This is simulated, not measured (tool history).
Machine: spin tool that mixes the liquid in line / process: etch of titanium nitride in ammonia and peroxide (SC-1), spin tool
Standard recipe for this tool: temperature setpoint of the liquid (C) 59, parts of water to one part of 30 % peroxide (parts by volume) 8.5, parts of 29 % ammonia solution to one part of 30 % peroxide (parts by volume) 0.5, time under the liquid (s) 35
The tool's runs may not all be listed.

| run | hour | temperature setpoint of the liquid (C) | parts of water to one part of 30 % peroxide (parts by volume) | parts of 29 % ammonia solution to one part of 30 % peroxide (parts by volume) | time under the liquid (s) | wafers since the last listed run | hours since the thermometer was replaced | hours since the ammonia flow meter was replaced | hours since the heated supply line was repaired | hours since the drum of ammonia solution was connected | hours since the gauge calibration | read-back film thickness of the titanium nitride reference wafer, read on the same gauge (nm) | thickness taken off the titanium nitride on a monitor wafer (angstrom) |
|---|---|---|---|---|---|---|---|---|---|---|---|---|---|
| 1 | 0 | 51.5 | 8.5 | 0.5 | 35 | 0 | 11.6 | 860.6 | 3922.3 | 643.7 | 36.4 | 149.984 | 27.15 |
| 2 | 8.6 | 51.5 | 8.5 | 0.5 | 35 | 136 | 20.2 | 869.2 | 3930.9 | 652.3 | 45 | 149.957 | 26.71 |
| 3 | 17.5 | 51.5 | 8.5 | 0.5 | 35 | 141 | 29.1 | 878.1 | 3939.8 | 661.2 | 53.9 | 149.964 | 27.44 |
| 4 | 31.3 | 59 | 8.5 | 0.5 | 35 | 219 | 42.9 | 891.9 | 3953.6 | 675 | 67.7 | 150.002 | 45.66 |
| 5 | 44.1 | 64 | 10.5 | 0.5 | 45 | 203 | 55.7 | 904.7 | 3966.4 | 687.8 | 80.5 | 150.034 | 73.16 |
| 6 | 61.4 | 59 | 8.5 | 0.7 | 50 | 275 | 73 | 922 | 3983.7 | 705.1 | 97.8 | 150.007 | 69.53 |
| 7 | 76.9 | 59 | 8.5 | 0.6 | 35 | 246 | 88.5 | 937.5 | 3999.2 | 720.6 | 113.3 | 150.005 | 47.18 |
| 8 | 86.5 | 68 | 8.5 | 0.5 | 35 | 152 | 98.1 | 947.1 | 4008.8 | 730.2 | 122.9 | 150.003 | 82.4 |
|  | 93.8 | new drum of ammonia solution connected |
| 9 | 103.8 | 59 | 8.5 | 0.5 | 35 | 259 | 115.4 | 964.4 | 4026.1 | 10 | 140.2 | 150.011 | 45.05 |
| 10 | 121.6 | 59 | 8.5 | 0.5 | 35 | 283 | 133.2 | 982.2 | 4043.9 | 27.8 | 158 | 149.982 | 46.21 |
| 11 | 146.2 | 59 | 8.5 | 0.5 | 35 | 391 | 157.8 | 1006.8 | 4068.5 | 52.4 | 182.6 | 150.012 | 46.41 |
| 12 | 159.9 | 53 | 7.5 | 0.65 | 45 | 217 | 171.5 | 1020.5 | 4082.2 | 66.1 | 196.3 | 149.972 | 43.63 |
|  | 164.4 | heated supply line repaired |
| 13 | 170.4 | 59 | 8.5 | 0.5 | 35 | 151 | 182 | 1031 | 6 | 76.6 | 206.8 | 150.024 | 46.25 |
| 14 | 187.3 | 59 | 6.5 | 0.6 | 25 | 268 | 198.9 | 1047.9 | 22.9 | 93.5 | 223.7 | 150.029 | 38.22 |
| 15 | 199.9 | 59 | 9.5 | 0.65 | 50 | 200 | 211.5 | 1060.5 | 35.5 | 106.1 | 236.3 | 149.989 | 66.57 |
|  | 203.4 | ammonia flow meter replaced |
| 16 | 217.7 | 63 | 7 | 0.6 | 50 | 267 | 229.3 | 14.3 | 53.3 | 123.9 | 254.1 | 149.985 | 97.8 |
| 17 | 229.5 | 63.5 | 10 | 0.5 | 35 | 187 | 241.1 | 26.1 | 65.1 | 135.7 | 265.9 | 150.051 | 56.91 |
| 18 | 242.2 | 64.5 | 11 | 0.4 | 20 | 201 | 253.8 | 38.8 | 77.8 | 148.4 | 278.6 | 150.007 | 31.98 |
| 19 | 251.2 | 59 | 8.5 | 0.45 | 40 | 143 | 262.8 | 47.8 | 86.8 | 157.4 | 287.6 | 149.969 | 53.14 |
| 20 | 264 | 68.5 | 8.5 | 0.5 | 35 | 203 | 275.6 | 60.6 | 99.6 | 170.2 | 300.4 | 150.001 | 85.4 |
| 21 | 271.3 | 63 | 8.5 | 0.35 | 35 | 116 | 282.9 | 67.9 | 106.9 | 177.5 | 307.7 | 149.982 | 56.3 |
| 22 | 322.5 | 55.5 | 11 | 0.5 | 35 | 814 | 334.1 | 119.1 | 158.1 | 228.7 | 358.9 | 150.003 | 33.1 |
| 23 | 333.9 | 59 | 5 | 0.5 | 35 | 181 | 345.5 | 130.5 | 169.5 | 240.1 | 370.3 | 150.032 | 61.87 |
| 24 | 341.7 | 62 | 8.5 | 0.4 | 35 | 124 | 353.3 | 138.3 | 177.3 | 247.9 | 378.1 | 149.995 | 55.65 |

What if the next run were any one of these 4? Each begins from the tool's condition after run 24:
| A | 342.1 | 59 | 8.5 | 0.5 | 35 | 6 | 353.7 | 138.7 | 177.7 | 248.3 | 378.5 | ? | ? |
| B | 342.1 | 59 | 8.5 | 0.5 | 15 | 6 | 353.7 | 138.7 | 177.7 | 248.3 | 378.5 | ? | ? |
| C | 342.1 | 59 | 6.5 | 0.35 | 35 | 6 | 353.7 | 138.7 | 177.7 | 248.3 | 378.5 | ? | ? |
| D | 342.1 | 59 | 8.5 | 0.3 | 35 | 6 | 353.7 | 138.7 | 177.7 | 248.3 | 378.5 | ? | ? |

| run | read-back film thickness of the titanium nitride reference wafer, read on the same gauge (nm) | thickness taken off the titanium nitride on a monitor wafer (angstrom) |
|---|---|---|
| A | 150.009 | 47.19 |
| B | 150.009 | 20.23 |
| C | 150.009 | 50.81 |
| D | 150.009 | 43.13 |
Without the tool's hidden state the same runs would have given:
| run | thickness taken off the titanium nitride on a monitor wafer (angstrom) |
|---|---|
| A | 44.45 |
| B | 19.05 |
| C | 47.86 |
| D | 40.62 |
